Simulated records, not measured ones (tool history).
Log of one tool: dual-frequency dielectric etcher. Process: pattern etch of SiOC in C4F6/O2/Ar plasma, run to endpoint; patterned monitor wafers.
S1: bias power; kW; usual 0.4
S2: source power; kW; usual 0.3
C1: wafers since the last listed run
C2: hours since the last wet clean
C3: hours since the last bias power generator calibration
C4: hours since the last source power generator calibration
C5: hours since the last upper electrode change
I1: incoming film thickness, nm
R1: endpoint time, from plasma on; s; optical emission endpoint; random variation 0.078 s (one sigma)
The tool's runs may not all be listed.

Run 1, day 0: usual settings but S1 0.446 kW; C1 0; C2 379; C3 86; C4 21.1; C5 4220.8; I1 28.46. Result: R1 11.5 s.
At day 1.425: upper electrode replaced.
Run 2, day 3.1: usual settings but S1 0.324 kW; C1 894; C2 453.4; C3 160.4; C4 95.5; C5 40.2; I1 29.04. Result: R1 14.1 s.
Run 3, day 4.742: usual settings but S1 0.324 kW; C1 699; C2 492.8; C3 199.8; C4 134.9; C5 79.6; I1 28.69. Result: R1 13.8 s.
Run 4, day 8.588: usual settings; C1 1638; C2 585.1; C3 292.1; C4 227.2; C5 171.9; I1 28.98. Result: R1 12.4 s.
At day 13.175: wet clean of the chamber.
Run 5, day 13.196: usual settings; C1 1537; C2 0.5; C3 402.7; C4 337.8; C5 282.5; I1 29.01. Result: R1 12.6 s.
Run 6, day 16.583: usual settings; C1 1443; C2 81.8; C3 484; C4 419.1; C5 363.8; I1 28.84. Result: R1 12.5 s.
Run 7, day 18.508: usual settings; C1 820; C2 128; C3 530.2; C4 465.3; C5 410; I1 28.82. Result: R1 12.3 s.
Run 8, day 21.758: usual settings; C1 1384; C2 206; C3 608.2; C4 543.3; C5 488; I1 28.91. Result: R1 12.7 s.
Run 9, day 24.917: usual settings; C1 1345; C2 281.8; C3 684; C4 619.1; C5 563.8; I1 28.67. Result: R1 12.5 s.
Run 10, day 26.721: usual settings but S2 0.35 kW; C1 768; C2 325.1; C3 727.3; C4 662.4; C5 607.1; I1 28.53. Result: R1 11.8 s.
Run 11, day 30.05: usual settings; C1 1418; C2 405; C3 807.2; C4 742.3; C5 687; I1 28.58. Result: R1 12.5 s.
Run 12, day 32.075: usual settings but S1 0.464 kW; C1 862; C2 453.6; C3 855.8; C4 790.9; C5 735.6; I1 28.75. Result: R1 11.6 s.
Run 13, day 34.775: usual settings; C1 1150; C2 518.4; C3 920.6; C4 855.7; C5 800.4; I1 28.68. Result: R1 12.6 s.
Run 14, day 38.583: usual settings; C1 1622; C2 609.8; C3 1012; C4 947.1; C5 891.8; I1 28.73. Result: R1 12.5 s.
Run 15, day 42.079: usual settings; C1 1489; C2 693.7; C3 1095.9; C4 1031; C5 975.7; I1 29.07. Result: R1 12.7 s.
At day 48.296: wet clean of the chamber.
Run 16, day 49.783: usual settings but S1 0.332 kW; C1 2856; C2 35.7; C3 1280.8; C4 1215.9; C5 1160.6; I1 28.84. Result: R1 14 s.
Run 17, day 53.696: usual settings but S1 0.306 kW, S2 0.36 kW; C1 1667; C2 129.6; C3 1374.7; C4 1309.8; C5 1254.5; I1 28.84. Result: R1 13.8 s.
Run 18, day 56.033: usual settings but S1 0.37 kW, S2 0.36 kW; C1 996; C2 185.7; C3 1430.8; C4 1365.9; C5 1310.6; I1 28.91. Result: R1 12.3 s.
Run 19, day 57.625: usual settings; C1 678; C2 223.9; C3 1469; C4 1404.1; C5 1348.8; I1 28.65. Result: R1 12.5 s.
Run 20, day 60.283: usual settings but S1 0.36 kW; C1 1132; C2 287.7; C3 1532.8; C4 1467.9; C5 1412.6; I1 28.54. Result: R1 13.2 s.
Run 21, day 64.692: usual settings but S1 0.457 kW, S2 0.28 kW; C1 1878; C2 393.5; C3 1638.6; C4 1573.7; C5 1518.4; I1 28.9. Result: R1 12 s.
Run 22, day 68.317: usual settings but S1 0.359 kW; C1 1544; C2 480.5; C3 1725.6; C4 1660.7; C5 1605.4; I1 28.7. Result: R1 13.3 s.
Run 23, day 70.967: usual settings but S1 0.346 kW; C1 1129; C2 544.1; C3 1789.2; C4 1724.3; C5 1669; I1 28.96. Result: R1 13.7 s.
Run 24, day 73.012: usual settings but S1 0.324 kW, S2 0.37 kW; C1 871; C2 593.2; C3 1838.3; C4 1773.4; C5 1718.1; I1 28.89. Result: R1 13.3 s.
At day 75.012: bias power generator calibrated.
Run 25, day 77.425: usual settings but S1 0.338 kW, S2 0.25 kW; C1 1809; C2 699.1; C3 57.9; C4 1879.3; C5 1824; I1 28.65. Result: R1 14.2 s.
Run 26, day 79.979: usual settings but S1 0.494 kW, S2 0.27 kW; C1 1088; C2 760.4; C3 119.2; C4 1940.6; C5 1885.3; I1 28.69. Result: R1 11.3 s.
At day 84.704: wet clean of the chamber.
Run 27, day 84.725: usual settings; C1 1596; C2 0.5; C3 233.1; C4 2054.5; C5 1999.2; I1 28.76. Result: R1 12.4 s.
Run 28, day 87.854: usual settings but S1 0.441 kW, S2 0.37 kW; C1 1333; C2 75.6; C3 308.2; C4 2129.6; C5 2074.3; I1 28.8. Result: R1 11.1 s.
Run 29, day 90.596: usual settings but S1 0.316 kW, S2 0.25 kW; C1 1168; C2 141.4; C3 374; C4 2195.4; C5 2140.1; I1 29.13. Result: R1 15.4 s.
Run 30, day 94.329: usual settings; C1 1590; C2 231; C3 463.6; C4 2285; C5 2229.7; I1 28.68. Result: R1 12.5 s.
Run 31, day 98.4: usual settings but S1 0.481 kW, S2 0.34 kW; C1 1734; C2 328.7; C3 561.3; C4 2382.7; C5 2327.4; I1 28.92. Result: R1 11 s.
Run 32, day 102.517: usual settings but S1 0.441 kW, S2 0.24 kW; C1 1754; C2 427.5; C3 660.1; C4 2481.5; C5 2426.2; I1 28.88. Result: R1 12.9 s.
Run 33, day 104.817: usual settings but S1 0.466 kW, S2 0.34 kW; C1 980; C2 482.7; C3 715.3; C4 2536.7; C5 2481.4; I1 28.77. Result: R1 11 s.
At day 108.204: source power generator calibrated.
Run 34, day 108.796: usual settings but S1 0.474 kW; C1 1624; C2 578.2; C3 810.8; C4 14.2; C5 2576.9; I1 28.9. Result: R1 11.6 s.
Run 35, day 112.638: usual settings but S1 0.463 kW; C1 1636; C2 670.4; C3 903; C4 106.4; C5 2669.1; I1 28.72. Result: R1 11.5 s.

How the hidden state differs across the entries between the runs, from the last listed run before each to the first after it:
Between runs 1 and 2: upper electrode replaced (day 1.425)
  bias power that arrives over what is set, %: -0.898 -> -1.46
  measured less the result without the state, R1: +0.1 -> +0.1 s
Between runs 4 and 5: wet clean of the chamber (day 13.175)
  bias power that arrives over what is set, %: -2.28 -> -2.84
  measured less the result without the state, R1: +0.2 -> +0.2 s
Between runs 15 and 16: wet clean of the chamber (day 48.296)
  bias power that arrives over what is set, %: -4.66 -> -4.87
  measured less the result without the state, R1: +0.3 -> +0.4 s
Between runs 24 and 25: bias power generator calibrated (day 75.012)
  bias power that arrives over what is set, %: -5.21 -> -1.38
  measured less the result without the state, R1: +0.4 -> +0.1 s
Between runs 26 and 27: wet clean of the chamber (day 84.704)
  bias power that arrives over what is set, %: -1.87 -> -2.65
  measured less the result without the state, R1: +0.1 -> +0.2 s
Between runs 33 and 34: source power generator calibrated (day 108.204)
  bias power that arrives over what is set, %: -4.65 -> -4.88
  measured less the result without the state, R1: +0.3 -> +0.3 s
